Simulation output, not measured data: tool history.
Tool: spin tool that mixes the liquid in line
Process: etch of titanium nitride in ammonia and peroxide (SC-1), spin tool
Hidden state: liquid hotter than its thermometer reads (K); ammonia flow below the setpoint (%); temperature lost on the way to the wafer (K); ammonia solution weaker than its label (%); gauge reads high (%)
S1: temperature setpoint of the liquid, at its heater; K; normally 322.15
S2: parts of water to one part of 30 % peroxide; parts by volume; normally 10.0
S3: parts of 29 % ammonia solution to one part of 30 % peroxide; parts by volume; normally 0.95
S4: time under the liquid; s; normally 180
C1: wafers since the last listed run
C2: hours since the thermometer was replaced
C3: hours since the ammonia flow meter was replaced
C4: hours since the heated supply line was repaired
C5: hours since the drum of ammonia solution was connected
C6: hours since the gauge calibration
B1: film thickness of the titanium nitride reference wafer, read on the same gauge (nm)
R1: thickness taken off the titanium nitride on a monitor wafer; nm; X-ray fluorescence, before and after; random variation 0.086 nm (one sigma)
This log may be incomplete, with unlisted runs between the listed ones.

| run | hour | S1 | S2 | S3 | S4 | C1 | C2 | C3 | C4 | C5 | C6 | B1 | R1 |
|---|---|---|---|---|---|---|---|---|---|---|---|---|---|
| 1 | 0.0 | 316.15 | 10.0 | 0.95 | 235 | 0 | 2034.8 | 2603.4 | 464.4 | 838.5 | 169.5 | 60.00 | 9.78 |
| 2 | 7.4 | 322.15 | 8.5 | 0.95 | 180 | 57 | 2042.2 | 2610.8 | 471.8 | 845.9 | 176.9 | 60.00 | 12.38 |
| 3 | 16.0 | 322.15 | 10.0 | 0.95 | 180 | 66 | 2050.8 | 2619.4 | 480.4 | 854.5 | 185.5 | 60.01 | 11.44 |
| 4 | 24.1 | 322.15 | 10.0 | 0.95 | 180 | 62 | 2058.9 | 2627.5 | 488.5 | 862.6 | 193.6 | 60.01 | 11.45 |
| 5 | 34.2 | 322.15 | 10.0 | 0.95 | 180 | 78 | 2069.0 | 2637.6 | 498.6 | 872.7 | 203.7 | 59.98 | 11.37 |
|  | 38.3 | gauge calibrated |
| 6 | 45.9 | 322.15 | 10.0 | 0.95 | 180 | 90 | 2080.7 | 2649.3 | 510.3 | 884.4 | 7.6 | 59.99 | 11.37 |
| 7 | 63.0 | 322.15 | 10.0 | 0.95 | 180 | 132 | 2097.8 | 2666.4 | 527.4 | 901.5 | 24.7 | 60.01 | 11.27 |
| 8 | 73.7 | 322.15 | 10.0 | 0.95 | 180 | 82 | 2108.5 | 2677.1 | 538.1 | 912.2 | 35.4 | 60.00 | 11.30 |
|  | 82.1 | ammonia flow meter replaced |
| 9 | 88.2 | 322.15 | 10.0 | 0.95 | 180 | 104 | 2123.0 | 6.1 | 552.6 | 926.7 | 49.9 | 60.00 | 11.18 |
|  | 96.0 | thermometer replaced |
| 10 | 106.1 | 322.15 | 10.0 | 1.20 | 180 | 130 | 10.1 | 24.0 | 570.5 | 944.6 | 67.8 | 60.00 | 11.52 |
| 11 | 119.7 | 322.15 | 7.0 | 0.95 | 220 | 105 | 23.7 | 37.6 | 584.1 | 958.2 | 81.4 | 59.98 | 16.10 |
| 12 | 130.8 | 322.15 | 10.0 | 0.95 | 145 | 85 | 34.8 | 48.7 | 595.2 | 969.3 | 92.5 | 60.01 | 9.09 |
| 13 | 147.3 | 326.15 | 6.5 | 1.15 | 180 | 127 | 51.3 | 65.2 | 611.7 | 985.8 | 109.0 | 60.02 | 18.47 |
| 14 | 155.0 | 318.65 | 8.0 | 1.20 | 180 | 59 | 59.0 | 72.9 | 619.4 | 993.5 | 116.7 | 59.99 | 9.77 |
| 15 | 162.7 | 330.65 | 10.0 | 0.95 | 180 | 59 | 66.7 | 80.6 | 627.1 | 1001.2 | 124.4 | 60.00 | 19.66 |
|  | 199.2 | new drum of ammonia solution connected |
| 16 | 206.5 | 322.15 | 10.0 | 1.20 | 145 | 330 | 110.5 | 124.4 | 670.9 | 7.3 | 168.2 | 60.00 | 9.13 |
|  | 209.5 | heated supply line repaired |
| 17 | 214.7 | 322.15 | 10.0 | 0.95 | 180 | 55 | 118.7 | 132.6 | 5.2 | 15.5 | 176.4 | 59.98 | 12.76 |
| 18 | 225.2 | 322.15 | 10.0 | 0.80 | 180 | 81 | 129.2 | 143.1 | 15.7 | 26.0 | 186.9 | 59.99 | 12.52 |
| 19 | 232.9 | 322.15 | 10.0 | 1.20 | 180 | 59 | 136.9 | 150.8 | 23.4 | 33.7 | 194.6 | 60.00 | 13.12 |
| 20 | 242.3 | 322.15 | 10.0 | 0.95 | 180 | 72 | 146.3 | 160.2 | 32.8 | 43.1 | 204.0 | 60.01 | 12.74 |
| 21 | 251.4 | 322.15 | 10.0 | 0.95 | 180 | 70 | 155.4 | 169.3 | 41.9 | 52.2 | 213.1 | 59.99 | 12.60 |
| 22 | 285.9 | 322.15 | 10.0 | 0.95 | 180 | 266 | 189.9 | 203.8 | 76.4 | 86.7 | 247.6 | 60.01 | 12.54 |
| 23 | 295.4 | 316.65 | 14.0 | 1.15 | 150 | 73 | 199.4 | 213.3 | 85.9 | 96.2 | 257.1 | 59.99 | 6.08 |

Below are 5 alternative next runs, each starting from the tool's condition after run 23. Predict each:
| A | 295.9 | 326.15 | 10.0 | 0.95 | 180 | 3 | 199.9 | 213.8 | 86.4 | 96.7 | 257.6 | ? | ? |
| B | 295.9 | 318.65 | 10.0 | 0.95 | 180 | 3 | 199.9 | 213.8 | 86.4 | 96.7 | 257.6 | ? | ? |
| C | 295.9 | 325.65 | 14.0 | 0.75 | 100 | 3 | 199.9 | 213.8 | 86.4 | 96.7 | 257.6 | ? | ? |
| D | 295.9 | 322.15 | 10.0 | 0.55 | 235 | 3 | 199.9 | 213.8 | 86.4 | 96.7 | 257.6 | ? | ? |
| E | 295.9 | 322.15 | 10.0 | 1.15 | 85 | 3 | 199.9 | 213.8 | 86.4 | 96.7 | 257.6 | ? | ? |

| run | B1 | R1 |
|---|---|---|
| A | 60.01 | 16.52 |
| B | 60.01 | 9.76 |
| C | 60.01 | 7.17 |
| D | 60.01 | 14.95 |
| E | 60.01 | 6.08 |
Without the tool's unlogged condition, the same runs would have read:
| run | R1 |
|---|---|
| A | 16.90 |
| B | 9.99 |
| C | 7.33 |
| D | 15.30 |
| E | 6.22 |
